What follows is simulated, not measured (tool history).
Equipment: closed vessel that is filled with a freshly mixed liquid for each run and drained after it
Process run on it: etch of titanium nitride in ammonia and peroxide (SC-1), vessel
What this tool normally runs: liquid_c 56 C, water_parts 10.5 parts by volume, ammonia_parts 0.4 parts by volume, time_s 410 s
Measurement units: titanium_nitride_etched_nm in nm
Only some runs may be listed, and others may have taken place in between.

| run | hour | liquid_c | water_parts | ammonia_parts | time_s | read-back film thickness of the titanium nitride reference wafer, read on the same gauge (nm) | titanium_nitride_etched_nm |
|---|---|---|---|---|---|---|---|
| 1 | 0 | 56 | 10.5 | 0.4 | 410 | 89.99 | 55.65 |
|  | 80.6 | new drum of ammonia solution connected |
| 2 | 87.3 | 56 | 10.5 | 0.4 | 410 | 90 | 56.37 |
| 3 | 165.7 | 56 | 10.5 | 0.4 | 410 | 90.02 | 56.22 |
|  | 293.1 | gauge calibrated |
| 4 | 293.4 | 56 | 10.5 | 0.4 | 410 | 90.01 | 56.48 |
| 5 | 344.8 | 56 | 10.5 | 0.4 | 410 | 89.99 | 57.05 |
|  | 351 | thermometer replaced |
|  | 390.7 | ammonia flow meter replaced |
| 6 | 391.2 | 56 | 10.5 | 0.4 | 410 | 89.97 | 47.07 |
|  | 432.1 | new drum of ammonia solution connected |
| 7 | 456.1 | 56 | 10.5 | 0.4 | 410 | 89.99 | 47.64 |
| 8 | 529.2 | 60 | 15 | 0.6 | 650 | 90 | 88.55 |
| 9 | 620.2 | 64.5 | 7.5 | 0.5 | 410 | 89.99 | 103.46 |
| 10 | 670.1 | 62 | 10.5 | 0.45 | 410 | 89.99 | 72.97 |
|  | 715.2 | gauge calibrated |
|  | 720 | new drum of ammonia solution connected |
| 11 | 755.2 | 56 | 10.5 | 0.4 | 410 | 90 | 48.95 |
| 12 | 827.8 | 56 | 10.5 | 0.4 | 410 | 90 | 48.92 |
| 13 | 864.2 | 47.5 | 8 | 0.3 | 525 | 90.01 | 38.34 |
| 14 | 923.3 | 63.5 | 10.5 | 0.6 | 625 | 90.01 | 130.72 |

Selected run-to-run steps in titanium_nitride_etched_nm, each split into two signed amounts: the part the tool would show with no hidden state at all (from settings, incoming material and random variation), and the remainder, which goes to the hidden state together with any gauge scatter not common to the measured and the hidden-state-free results:
The tool's hidden condition here consists of: liquid hotter than its thermometer reads (K); ammonia flow below the setpoint (%); ammonia solution weaker than its label (%); gauge reads high (%).
Run 5 -> 6: thermometer replaced, ammonia flow meter replaced. titanium_nitride_etched_nm -9.98 nm: hidden state -9.54, all else -0.44.
Run 13 -> 14: liquid_c 47.5 -> 63.5, water_parts 8 -> 10.5, ammonia_parts 0.3 -> 0.6, time_s 525 -> 625. titanium_nitride_etched_nm +92.38 nm: hidden state +5.43, all else +86.95.
